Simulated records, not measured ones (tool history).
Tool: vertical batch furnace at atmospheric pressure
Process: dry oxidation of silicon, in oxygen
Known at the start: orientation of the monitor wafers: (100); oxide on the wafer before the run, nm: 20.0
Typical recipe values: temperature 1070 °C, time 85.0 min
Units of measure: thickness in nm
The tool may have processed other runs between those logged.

| run | day | temperature | time | read-back reference wafer on the same gauge, thickness | thickness |
|---|---|---|---|---|---|
| 1 | 0.000 | 1079 | 85.0 | 117.03 | 132.79 |
| 2 | 4.054 | 1070 | 85.0 | 116.99 | 125.01 |
| 3 | 6.946 | 1070 | 85.0 | 116.94 | 126.00 |
| 4 | 8.542 | 1070 | 85.0 | 116.84 | 124.89 |
| 5 | 12.092 | 1070 | 54.0 | 117.05 | 95.66 |
| 6 | 13.975 | 1070 | 54.0 | 117.08 | 95.64 |
|  | 18.229 | thermocouples replaced and temperature profile calibrated |
| 7 | 18.250 | 1070 | 85.0 | 117.08 | 121.17 |
| 8 | 20.658 | 1070 | 85.0 | 116.99 | 120.86 |
| 9 | 23.600 | 1093 | 62.5 | 116.90 | 118.68 |
|  | 25.542 | boat lift adjusted |
|  | 26.983 | gauge calibrated |
| 10 | 27.583 | 1062 | 96.5 | 117.03 | 122.86 |
| 11 | 31.167 | 1070 | 96.0 | 116.95 | 130.67 |
| 12 | 34.688 | 1086 | 124.0 | 116.96 | 170.36 |
| 13 | 36.867 | 1070 | 85.0 | 116.96 | 121.07 |
| 14 | 38.500 | 1084 | 63.5 | 117.11 | 112.00 |
| 15 | 42.446 | 1048 | 99.0 | 117.12 | 112.71 |
| 16 | 44.292 | 1092 | 52.5 | 116.97 | 106.56 |

3 options for the next run, each taken on its own from the tool as it stands now. Forecast them:
| A | 44.533 | 1070 | 48.0 | ? | ? |
| B | 44.533 | 1070 | 127.0 | ? | ? |
| C | 44.533 | 1055 | 85.0 | ? | ? |

| run | read-back reference wafer on the same gauge, thickness | thickness |
|---|---|---|
| A | 116.96 | 86.69 |
| B | 116.96 | 154.92 |
| C | 116.96 | 108.79 |
With no hidden state in the tool, these same runs would have given:
| run | thickness |
|---|---|
| A | 86.50 |
| B | 154.59 |
| C | 108.54 |
